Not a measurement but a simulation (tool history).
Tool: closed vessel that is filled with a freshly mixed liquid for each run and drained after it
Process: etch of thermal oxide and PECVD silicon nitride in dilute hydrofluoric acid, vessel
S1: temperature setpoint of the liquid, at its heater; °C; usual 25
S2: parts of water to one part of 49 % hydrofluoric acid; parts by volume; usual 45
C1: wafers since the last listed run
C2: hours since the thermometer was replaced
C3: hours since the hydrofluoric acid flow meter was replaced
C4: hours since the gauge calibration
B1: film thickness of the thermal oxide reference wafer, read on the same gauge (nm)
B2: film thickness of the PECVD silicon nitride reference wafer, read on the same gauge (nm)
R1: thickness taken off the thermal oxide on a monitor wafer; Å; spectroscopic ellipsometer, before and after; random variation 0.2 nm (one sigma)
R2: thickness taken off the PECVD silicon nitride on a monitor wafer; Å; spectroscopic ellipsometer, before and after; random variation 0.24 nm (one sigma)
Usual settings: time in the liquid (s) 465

run 1 hour=0 | S1=25 S2=45 time_in_the_liquid_(s)=550 | C1=0 C2=1745.4 C3=2223.9 C4=3.7 | B1=150 B2=149.99 | R1=629.1 R2=254.1
run 2 hour=29.6 | S1=25 S2=45 time_in_the_liquid_(s)=550 | C1=2704 C2=1775 C3=2253.5 C4=33.3 | B1=150 B2=149.94 | R1=632.6 R2=254.3
run 3 hour=42.8 | S1=25 S2=45 time_in_the_liquid_(s)=370 | C1=1205 C2=1788.2 C3=2266.7 C4=46.5 | B1=149.99 B2=149.96 | R1=422.3 R2=167.1
run 4 hour=55.2 | S1=25 S2=45 time_in_the_liquid_(s)=595 | C1=1132 C2=1800.6 C3=2279.1 C4=58.9 | B1=150.01 B2=149.97 | R1=677.7 R2=272.3
run 5 hour=75.5 | S1=21 S2=50 time_in_the_liquid_(s)=285 | C1=1854 C2=1820.9 C3=2299.4 C4=79.2 | B1=150.01 B2=150.03 | R1=246.6 R2=88.9
run 6 hour=108 | S1=25 S2=45 time_in_the_liquid_(s)=465 | C1=2969 C2=1853.4 C3=2331.9 C4=111.7 | B1=150.01 B2=149.96 | R1=528.6 R2=210.4
run 7 hour=121 | S1=25 S2=45 time_in_the_liquid_(s)=465 | C1=1187 C2=1866.4 C3=2344.9 C4=124.7 | B1=149.97 B2=150.01 | R1=527.1 R2=209.1
-- hour=134.7 hydrofluoric acid flow meter replaced
run 8 hour=135.8 | S1=25 S2=45 time_in_the_liquid_(s)=465 | C1=1260 C2=1881.2 C3=1.1 C4=139.5 | B1=149.96 B2=149.99 | R1=531.2 R2=210.3
run 9 hour=157.6 | S1=25 S2=45 time_in_the_liquid_(s)=465 | C1=1991 C2=1903 C3=22.9 C4=161.3 | B1=150.01 B2=149.99 | R1=530 R2=210.9
run 10 hour=191.2 | S1=25 S2=35 time_in_the_liquid_(s)=595 | C1=3069 C2=1936.6 C3=56.5 C4=194.9 | B1=150 B2=150.01 | R1=876.5 R2=345
-- hour=208.7 thermometer replaced
run 11 hour=213.7 | S1=27.5 S2=25 time_in_the_liquid_(s)=245 | C1=1964 C2=5 C3=79 C4=217.4 | B1=150.02 B2=150 | R1=626.6 R2=264.5
run 12 hour=247.9 | S1=30 S2=45 time_in_the_liquid_(s)=465 | C1=3124 C2=39.2 C3=113.2 C4=251.6 | B1=150.01 B2=150 | R1=703.5 R2=339.3
run 13 hour=269.4 | S1=25 S2=45 time_in_the_liquid_(s)=465 | C1=1964 C2=60.7 C3=134.7 C4=273.1 | B1=150 B2=149.94 | R1=577.5 R2=240.8
run 14 hour=289.4 | S1=20.5 S2=45 time_in_the_liquid_(s)=465 | C1=1827 C2=80.7 C3=154.7 C4=293.1 | B1=149.99 B2=149.98 | R1=477.3 R2=175.3
run 15 hour=314.1 | S1=25 S2=45 time_in_the_liquid_(s)=465 | C1=2256 C2=105.4 C3=179.4 C4=317.8 | B1=150.03 B2=149.97 | R1=575.1 R2=242.7
run 16 hour=327.2 | S1=25 S2=30 time_in_the_liquid_(s)=465 | C1=1196 C2=118.5 C3=192.5 C4=330.9 | B1=150.03 B2=150.01 | R1=879.9 R2=355.5
run 17 hour=339.5 | S1=25 S2=45 time_in_the_liquid_(s)=465 | C1=1123 C2=130.8 C3=204.8 C4=343.2 | B1=149.99 B2=149.94 | R1=574.4 R2=241.5
run 18 hour=367 | S1=25 S2=55 time_in_the_liquid_(s)=465 | C1=2512 C2=158.3 C3=232.3 C4=370.7 | B1=150 B2=150.01 | R1=461.6 R2=199.6
run 19 hour=463.3 | S1=22.5 S2=25 time_in_the_liquid_(s)=305 | C1=8798 C2=254.6 C3=328.6 C4=467 | B1=149.99 B2=150 | R1=627.8 R2=234.9
run 20 hour=480.8 | S1=25 S2=60 time_in_the_liquid_(s)=465 | C1=1598 C2=272.1 C3=346.1 C4=484.5 | B1=150 B2=150.01 | R1=421.3 R2=181.5
run 21 hour=500 | S1=29.5 S2=45 time_in_the_liquid_(s)=235 | C1=1754 C2=291.3 C3=365.3 C4=503.7 | B1=150 B2=150.02 | R1=346.5 R2=163.3
run 22 hour=523.6 | S1=21.5 S2=35 time_in_the_liquid_(s)=550 | C1=2156 C2=314.9 C3=388.9 C4=527.3 | B1=149.96 B2=150 | R1=759.6 R2=288.4
run 23 hour=552.4 | S1=21.5 S2=25 time_in_the_liquid_(s)=285 | C1=2631 C2=343.7 C3=417.7 C4=556.1 | B1=150.02 B2=149.98 | R1=559.6 R2=204.7
run 24 hour=584.6 | S1=29 S2=45 time_in_the_liquid_(s)=610 | C1=2941 C2=375.9 C3=449.9 C4=588.3 | B1=150 B2=150 | R1=879.2 R2=405.3

Forecast each of these 5 alternatives for the next run:
run A hour=585.4 | S1=25 S2=45 time_in_the_liquid_(s)=710 | C1=73 C2=376.7 C3=450.7 C4=589.1 | B1=? B2=? | R1=? R2=?
run B hour=585.4 | S1=27.5 S2=45 time_in_the_liquid_(s)=535 | C1=73 C2=376.7 C3=450.7 C4=589.1 | B1=? B2=? | R1=? R2=?
run C hour=585.4 | S1=29 S2=55 time_in_the_liquid_(s)=225 | C1=73 C2=376.7 C3=450.7 C4=589.1 | B1=? B2=? | R1=? R2=?
run D hour=585.4 | S1=20 S2=55 time_in_the_liquid_(s)=465 | C1=73 C2=376.7 C3=450.7 C4=589.1 | B1=? B2=? | R1=? R2=?
run E hour=585.4 | S1=28.5 S2=55 time_in_the_liquid_(s)=465 | C1=73 C2=376.7 C3=450.7 C4=589.1 | B1=? B2=? | R1=? R2=?

run=A B1=150.01 B2=150.03 R1=870.2 R2=364.8
run=B B1=150.01 B2=150.03 R1=726 R2=324.7
run=C B1=150.01 B2=150.03 R1=261.4 R2=123.7
run=D B1=150.01 B2=150.03 R1=373.6 R2=139.5
run=E B1=150.01 B2=150.03 R1=529.7 R2=247.4
Without the tool's hidden state the same runs would have given:
run=A R1=885 R2=375
run=B R1=738.1 R2=333.6
run=C R1=265.7 R2=127
run=D R1=380.2 R2=143.6
run=E R1=538.3 R2=254.1
